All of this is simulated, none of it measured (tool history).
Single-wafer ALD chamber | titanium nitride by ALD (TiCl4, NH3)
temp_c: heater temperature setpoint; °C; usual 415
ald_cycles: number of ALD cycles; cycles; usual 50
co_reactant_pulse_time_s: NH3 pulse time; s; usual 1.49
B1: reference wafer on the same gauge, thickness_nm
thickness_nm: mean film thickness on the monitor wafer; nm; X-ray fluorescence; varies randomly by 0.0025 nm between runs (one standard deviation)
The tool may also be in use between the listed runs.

Run 1, hour 0.0: usual settings but temp_c 425 °C; B1 0.900. Result: thickness_nm 1.019 nm.
Run 2, hour 45.5: usual settings; B1 0.900. Result: thickness_nm 1.012 nm.
Run 3, hour 105.3: usual settings; B1 0.900. Result: thickness_nm 1.011 nm.
Run 4, hour 151.6: usual settings; B1 0.900. Result: thickness_nm 1.015 nm.
Run 5, hour 195.1: usual settings but ald_cycles 52 cycles, co_reactant_pulse_time_s 1.69 s; B1 0.900. Result: thickness_nm 1.063 nm.
Run 6, hour 228.5: usual settings but ald_cycles 52 cycles, co_reactant_pulse_time_s 1.69 s; B1 0.900. Result: thickness_nm 1.060 nm.
At hour 234.6: gauge calibrated.
Run 7, hour 270.8: usual settings but ald_cycles 52 cycles, co_reactant_pulse_time_s 1.69 s; B1 0.900. Result: thickness_nm 1.061 nm.
Run 8, hour 299.8: usual settings; B1 0.900. Result: thickness_nm 1.016 nm.
At hour 313.4: showerhead replaced.
Run 9, hour 365.9: usual settings but co_reactant_pulse_time_s 1.36 s; B1 0.899. Result: thickness_nm 1.009 nm.
Run 10, hour 408.5: usual settings but ald_cycles 53 cycles, co_reactant_pulse_time_s 1.12 s; B1 0.900. Result: thickness_nm 1.055 nm.
Run 11, hour 448.4: usual settings but temp_c 405 °C, ald_cycles 56 cycles, co_reactant_pulse_time_s 2.03 s; B1 0.900. Result: thickness_nm 1.145 nm.
Run 12, hour 474.2: usual settings; B1 0.900. Result: thickness_nm 1.016 nm.
Run 13, hour 545.1: usual settings; B1 0.900. Result: thickness_nm 1.012 nm.
At hour 553.1: thermocouple changed; heater temperature recalibrated.
Run 14, hour 581.5: usual settings but temp_c 419 °C, ald_cycles 58 cycles; B1 0.899. Result: thickness_nm 1.176 nm.
Run 15, hour 625.8: usual settings but temp_c 420 °C, co_reactant_pulse_time_s 1.11 s; B1 0.900. Result: thickness_nm 0.999 nm.
Run 16, hour 651.8: usual settings but temp_c 402 °C, ald_cycles 59 cycles, co_reactant_pulse_time_s 1.06 s; B1 0.899. Result: thickness_nm 1.158 nm.

For run 17, what comes out?
Run 17, hour 687.0: usual settings but temp_c 410 °C, ald_cycles 55 cycles; B1 ?. Result: thickness_nm ?.

{"run 17": {"B1": 0.9, "thickness_nm": 1.111}}
Had the tool carried no hidden state, the very same run would have given thickness_nm 1.111 nm.

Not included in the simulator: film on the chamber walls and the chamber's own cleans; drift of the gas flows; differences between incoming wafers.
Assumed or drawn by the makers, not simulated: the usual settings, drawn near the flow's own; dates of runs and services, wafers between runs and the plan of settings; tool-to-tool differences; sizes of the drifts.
